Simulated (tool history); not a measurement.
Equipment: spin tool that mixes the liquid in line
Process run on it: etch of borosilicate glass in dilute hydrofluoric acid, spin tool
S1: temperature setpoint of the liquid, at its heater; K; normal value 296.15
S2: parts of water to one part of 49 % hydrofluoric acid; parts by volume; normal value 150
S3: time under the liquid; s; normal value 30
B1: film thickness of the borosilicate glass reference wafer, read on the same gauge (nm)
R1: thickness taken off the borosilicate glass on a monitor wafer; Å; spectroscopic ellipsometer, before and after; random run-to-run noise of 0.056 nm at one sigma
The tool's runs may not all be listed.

run	hour	S1	S2	S3	B1	R1
1	0.0	296.15	150	45	40.00	106.9
2	54.4	296.15	150	30	40.00	72.9
3	99.6	296.15	165	30	40.00	65.7
4	125.4	296.15	165	30	40.01	65.2
5	151.1	296.15	205	30	39.99	50.7
6	216.9	296.15	205	30	39.99	51.1
# hour 280.2: hydrofluoric acid flow meter replaced
7	281.6	296.15	205	30	39.99	47.3
8	353.0	296.15	150	30	39.99	69.0
9	403.8	296.15	150	30	40.01	67.9
10	452.8	296.15	150	35	39.99	79.9
11	506.6	291.15	210	40	40.00	50.9
# hour 520.9: gauge calibrated
# hour 531.5: thermometer replaced
12	576.5	296.15	150	50	39.98	115.3
13	624.1	293.65	180	45	39.99	77.0
14	681.8	296.15	150	15	40.02	34.9
15	734.7	296.15	150	30	40.01	70.5
16	772.1	298.65	150	30	40.00	77.1
17	816.7	294.15	150	30	40.02	65.6

What does the tool deliver on the next run?
18	856.2	296.15	150	30	?	?

B1: 39.99
R1: 69.8 Å
The same run, on a tool lacking any hidden state, would have yielded R1 67.6 Å.
